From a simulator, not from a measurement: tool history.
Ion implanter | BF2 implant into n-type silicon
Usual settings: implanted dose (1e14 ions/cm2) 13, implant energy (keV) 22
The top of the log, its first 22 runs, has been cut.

run,hour,implanted dose (1e14 ions/cm2),implant energy (keV),wafers since the last listed run,hours since the last dose calibration,hours since the extraction supply was calibrated,hours since the gauge calibration,"read-back reference wafer on the same gauge, sheet resistance",sheet resistance of the implanted and annealed layer (ohm/square)
23,382.5,15.92,22,395,208.2,48.5,132.3,175.91,142.55
24,392.1,14.09,28.5,214,217.8,58.1,141.9,176.02,131.34
25,408.4,13,22,363,234.1,74.4,158.2,176.14,148.4
26,422.9,15.71,16,323,248.6,88.9,172.7,176,160.26
27,433,13,22,225,258.7,99,182.8,175.99,148.3
28,446.8,13,22,308,272.5,112.8,196.6,176.03,148.28
29,462.7,13,22,355,288.4,128.7,212.5,176.03,148.02
30,472.2,13,28.5,212,297.9,138.2,222,176.05,134.36
31,481.9,16.78,18,216,307.6,147.9,231.7,176.15,152.84
32,494.1,16.12,22,272,319.8,160.1,243.9,176.02,141.98
33,511,13,22,377,336.7,177,260.8,175.85,147.97
34,522.1,11.35,25.5,247,347.8,188.1,271.9,176.13,146.39

Run 35 has not been measured yet. What should we expect?
35,533.3,15.05,19,250,359,199.3,283.1,?,?

read-back reference wafer on the same gauge, sheet resistance: 176.08
sheet resistance of the implanted and annealed layer (ohm/square): 151.61
Take away the tool's hidden state, keep the run-to-run variation as it was, and the same run would have given sheet resistance of the implanted and annealed layer (ohm/square) 151.61.
